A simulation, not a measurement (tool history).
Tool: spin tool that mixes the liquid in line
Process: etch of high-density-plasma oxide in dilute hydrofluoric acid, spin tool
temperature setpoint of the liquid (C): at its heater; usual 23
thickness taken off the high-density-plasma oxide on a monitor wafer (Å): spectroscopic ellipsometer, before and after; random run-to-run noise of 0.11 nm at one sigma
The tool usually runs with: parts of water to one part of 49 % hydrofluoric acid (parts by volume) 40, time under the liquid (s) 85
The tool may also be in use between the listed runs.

run    hour  temperature setpoint of the liquid (C)  parts of water to one part of 49 % hydrofluoric acid (parts by volume)  time under the liquid (s)  read-back film thickness of the high-density-plasma oxide reference wafer, read on the same gauge (nm)  thickness taken off the high-density-plasma oxide on a monitor wafer (Å)
  1       0                                      23                                                                      35                         85                                                                                                   69.99                                                                     166.8
  2   133.8                                      23                                                                      35                         85                                                                                                   69.99                                                                     165.9
  3   194.6                                      23                                                                      40                         85                                                                                                   70.01                                                                     144.7
  4   263.7                                      23                                                                      40                         85                                                                                                   69.98                                                                     140.9
  5   333.9                                      23                                                                      40                         85                                                                                                   69.99                                                                     143.6
  6   403.4                                      23                                                                      40                         85                                                                                                   69.96                                                                     144.3
      436.5  -- gauge calibrated
  7   453.8                                      23                                                                      40                        110                                                                                                      70                                                                     186.1
  8   508.1                                      23                                                                      40                        110                                                                                                   70.02                                                                     184.5
      554.8  -- thermometer replaced
  9   556.9                                      23                                                                      40                        110                                                                                                      70                                                                     185.8
      570.6  -- hydrofluoric acid flow meter replaced
 10   589.4                                      23                                                                      40                        100                                                                                                      70                                                                     168.3
 11   655.7                                      23                                                                      40                        100                                                                                                      70                                                                     166.5
 12     706                                      21                                                                      55                         85                                                                                                   70.03                                                                      92.6
 13   758.6                                      20                                                                      20                         45                                                                                                      70                                                                     137.8
 14   801.3                                      26                                                                      40                         85                                                                                                   70.03                                                                     165.5
 15   839.5                                    26.5                                                                      40                         85                                                                                                   70.03                                                                       164
 16   888.8                                      25                                                                      40                         55                                                                                                   70.01                                                                     101.6
 17   945.8                                      23                                                                      40                         85                                                                                                   70.02                                                                     142.9
 18  1106.6                                      23                                                                      40                         85                                                                                                   69.99                                                                     142.6
 19  1133.5                                      28                                                                      30                        105                                                                                                      70                                                                     294.3
 20    1194                                      28                                                                      20                        135                                                                                                   70.01                                                                     571.9
 21  1218.3                                      23                                                                      40                         85                                                                                                   69.99                                                                     141.6
 22  1258.2                                      27                                                                      25                         60                                                                                                   69.99                                                                     194.1
 23  1284.2                                      23                                                                      40                         85                                                                                                   70.01                                                                     144.5

Below are 5 alternative next runs, each starting from the tool's condition after run 23. Predict each:
  A  1284.6                                      20                                                                      40                         85                                                                                                       ?                                                                         ?
  B  1284.6                                    26.5                                                                      30                         55                                                                                                       ?                                                                         ?
  C  1284.6                                    25.5                                                                      40                         85                                                                                                       ?                                                                         ?
  D  1284.6                                      23                                                                      55                         85                                                                                                       ?                                                                         ?
  E  1284.6                                      23                                                                      45                         70                                                                                                       ?                                                                         ?

run  read-back film thickness of the high-density-plasma oxide reference wafer, read on the same gauge (nm)  thickness taken off the high-density-plasma oxide on a monitor wafer (Å)
  A                                                                                                   69.98                                                                     127.1
  B                                                                                                   69.98                                                                     145.9
  C                                                                                                   69.98                                                                       160
  D                                                                                                   69.98                                                                     102.9
  E                                                                                                   69.98                                                                     104.9
Without the tool's unlogged condition, the same runs would have read:
run  thickness taken off the high-density-plasma oxide on a monitor wafer (Å)
  A                                                                     127.1
  B                                                                     145.9
  C                                                                       160
  D                                                                     102.9
  E                                                                     104.9
